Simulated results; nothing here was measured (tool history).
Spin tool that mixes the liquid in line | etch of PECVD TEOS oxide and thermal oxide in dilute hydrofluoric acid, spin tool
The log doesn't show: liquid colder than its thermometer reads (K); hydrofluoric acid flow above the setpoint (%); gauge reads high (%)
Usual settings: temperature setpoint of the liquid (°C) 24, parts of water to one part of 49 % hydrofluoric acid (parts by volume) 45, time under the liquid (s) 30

run,hour,temperature setpoint of the liquid (°C),parts of water to one part of 49 % hydrofluoric acid (parts by volume),time under the liquid (s),wafers since the last listed run,hours since the thermometer was replaced,hours since the hydrofluoric acid flow meter was replaced,hours since the gauge calibration,"read-back film thickness of the PECVD TEOS oxide reference wafer, read on the same gauge (nm)","read-back film thickness of the thermal oxide reference wafer, read on the same gauge (nm)",thickness taken off the PECVD TEOS oxide on a monitor wafer (Å),thickness taken off the thermal oxide on a monitor wafer (Å)
1,0,24,35,30,0,708.7,1534.3,31.2,150,130.012,84.3,39.14
2,46.8,24,35,30,671,755.5,1581.1,78,150.03,129.985,84,39.4
3,86.2,24,35,30,565,794.9,1620.5,117.4,150,130.007,83.8,39.76
# hour 89.5: thermometer replaced
4,176.8,24,45,30,1285,87.3,1711.1,208,149.97,130.01,66.5,31.59
5,233.5,24,45,30,813,144,1767.8,264.7,150.01,129.969,66.7,31.32
6,306.2,24,45,30,1042,216.7,1840.5,337.4,149.98,130.01,66.1,30.88
7,394.6,25.5,45,20,1267,305.1,1928.9,425.8,149.98,130.002,46.9,21.86
# hour 420.3: hydrofluoric acid flow meter replaced
8,461.3,24,30,45,942,371.8,41,492.5,149.98,129.983,150.8,71.12
9,528.1,24,55,15,958,438.6,107.8,559.3,149.97,130.012,26.4,12.65
10,576.9,24,45,30,699,487.4,156.6,608.1,149.96,129.992,65.2,30.42
11,634.8,24,45,15,830,545.3,214.5,666,150.02,130.022,32.6,15.43
12,700.9,27,45,30,948,611.4,280.6,732.1,149.93,129.987,73.3,34.54
# hour 801: thermometer replaced
13,807,24,55,25,1507,6,386.7,838.2,149.98,130.028,45.1,20.83
14,909.2,27,25,20,1465,108.2,488.9,940.4,149.99,130.009,93.4,43.85
15,998.7,19.5,50,30,1283,197.7,578.4,1029.9,149.95,130.02,49,22.95
16,1089.2,26,45,30,1298,288.2,668.9,1120.4,150.02,129.976,71.9,33.92
17,1134.5,24,45,20,649,333.5,714.2,1165.7,150,130.001,43.9,20.7
18,1186,24,45,30,738,385,765.7,1217.2,149.99,129.973,65.9,30.85
19,1251.4,19.5,45,30,938,450.4,831.1,1282.6,150.04,129.978,54.5,25.45
20,1300.7,26,45,30,707,499.7,880.4,1331.9,150,130.003,70.9,33.01
21,1395.5,24,45,30,1359,594.5,975.2,1426.7,150.02,130.004,65,30.93
22,1468,24,45,30,1039,667,1047.7,1499.2,150.02,129.982,64.6,29.85
23,1519.8,24,45,30,743,718.8,1099.5,1551,149.98,130.004,65,30.44
# hour 1550.9: thermometer replaced
24,1587.4,28.5,45,30,955,36.5,1167.1,1618.6,150.02,129.987,80.8,37.51
25,1687.3,24,60,30,1432,136.4,1267,1718.5,149.99,129.984,49,23.01

5 ways to go on from here, each from the tool as it stands after run 25. What would each give?
A,1687.7,24,45,30,5,136.8,1267.4,1718.9,?,?,?,?
B,1687.7,24,25,30,5,136.8,1267.4,1718.9,?,?,?,?
C,1687.7,24,40,35,5,136.8,1267.4,1718.9,?,?,?,?
D,1687.7,25.5,40,40,5,136.8,1267.4,1718.9,?,?,?,?
E,1687.7,24,35,50,5,136.8,1267.4,1718.9,?,?,?,?

run,"read-back film thickness of the PECVD TEOS oxide reference wafer, read on the same gauge (nm)","read-back film thickness of the thermal oxide reference wafer, read on the same gauge (nm)",thickness taken off the PECVD TEOS oxide on a monitor wafer (Å),thickness taken off the thermal oxide on a monitor wafer (Å)
A,150.03,129.995,66.2,31.36
B,150.03,129.995,122.3,57.97
C,150.03,129.995,87.4,41.43
D,150.03,129.995,106.3,50.37
E,150.03,129.995,143.7,68.09
Without the tool's hidden state the same runs would have given:
run,thickness taken off the PECVD TEOS oxide on a monitor wafer (Å),thickness taken off the thermal oxide on a monitor wafer (Å)
A,66.6,31.58
B,123.2,58.39
C,88.1,41.72
D,107.1,50.73
E,144.7,68.58
